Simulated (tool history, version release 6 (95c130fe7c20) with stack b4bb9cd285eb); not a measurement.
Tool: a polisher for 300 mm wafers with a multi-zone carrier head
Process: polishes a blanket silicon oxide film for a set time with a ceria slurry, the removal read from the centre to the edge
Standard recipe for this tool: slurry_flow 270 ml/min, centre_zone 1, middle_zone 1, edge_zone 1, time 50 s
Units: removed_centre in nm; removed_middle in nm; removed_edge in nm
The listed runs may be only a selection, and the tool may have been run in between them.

run    hour  slurry_flow  centre_zone  middle_zone  edge_zone  time  incoming thickness of the incoming film, nm  removed_centre  removed_middle  removed_edge
  1       0          270            1            1          1    50                                       1469.2           342.9           338.4         355.8
          6  -- worn pad replaced by a new one
  2    40.6          270            1            1          1    50                                       1444.4           343.9           343.8         354.6
  3   119.8          270            1            1          1    50                                       1459.4             337           339.7         361.4
  4   198.8          270            1            1          1    50                                       1471.2           319.8             339         361.8
  5   251.9          270            1            1          1    50                                       1464.9           321.2           339.6         352.8
  6   332.7          270         0.91            1          1    50                                       1460.3           284.5           342.3         359.4
      352.6  -- worn pad replaced by a new one
  7   435.4          270            1         0.97          1    50                                       1458.2             321           331.6         351.7
  8   487.7          270            1         0.97          1    50                                         1488           320.6           330.9         360.7
  9   555.4          180            1         1.04       1.07    43                                       1461.7           258.1           283.3           302
      645.4  -- centre zone pressure recalibrated
 10   661.8          270         0.94            1          1    50                                       1464.7           323.8           339.7         355.2
 11   742.3          270            1            1          1    50                                       1450.3           336.7           334.6           362
        767  -- carrier head's membrane replaced by a new one
      768.2  -- slurry nozzle cleaned
        785  -- worn pad replaced by a new one
 12     807          235         0.89            1          1    50                                       1451.7           286.6           331.6         347.4
 13   862.8          340         1.04            1       0.95    62                                       1468.2             425           437.3         444.4
 14     956          270            1         1.06       1.04    50                                       1447.4           317.9           358.4         359.6
      995.4  -- edge zone pressure recalibrated
 15  1009.4          270            1            1          1    50                                       1459.3           318.4           337.8         356.9
 16  1092.8          200          0.9            1       0.92    45                                       1461.1           239.4           296.4         300.5
     1139.1  -- worn pad replaced by a new one
 17  1298.6          235            1            1          1    50                                       1456.7           293.5           332.1         352.6
 18  1365.8          270            1         0.94       1.03    42                                       1467.3           256.1             272         302.3
 19    1417          270            1            1          1    50                                       1466.7           309.9           340.7         352.3
 20  1469.9          270            1            1          1    59                                       1445.2           366.6           398.4         419.1
     1492.7  -- centre zone pressure recalibrated
 21    1508          270         0.94            1          1    50                                       1464.9           328.1           345.7         359.9

Subtracting, for every run, the result it would have given without the tool's unlogged condition from the measured result gives the following. The same run-to-run variation enters both numbers; the gauge's scatter may not:
Hidden conditions of the tool in this case: removal rate lost through wear of the pad, %; slurry flow missing at the pad, %; deviation of the centre zone's pressure from its setpoint, %; deviation of the edge zone's pressure from its setpoint, %.
run  removed_centre
  1           -11.4
  2           -16.1
  3           -23.1
  4           -27.1
  5           -30.1
  6             -30
  7           -36.5
  8           -37.6
  9           -31.3
 10            -7.3
 11           -19.2
 12             -23
 13           -40.1
 14           -36.6
 15           -39.5
 16           -32.7
 17           -44.3
 18           -39.5
 19           -48.3
 20           -57.8
 21            -0.8
removed_middle: within 0.3 nm of the measured result in every run.
removed_edge: measured minus the no-hidden-state value equals 0 in all runs.

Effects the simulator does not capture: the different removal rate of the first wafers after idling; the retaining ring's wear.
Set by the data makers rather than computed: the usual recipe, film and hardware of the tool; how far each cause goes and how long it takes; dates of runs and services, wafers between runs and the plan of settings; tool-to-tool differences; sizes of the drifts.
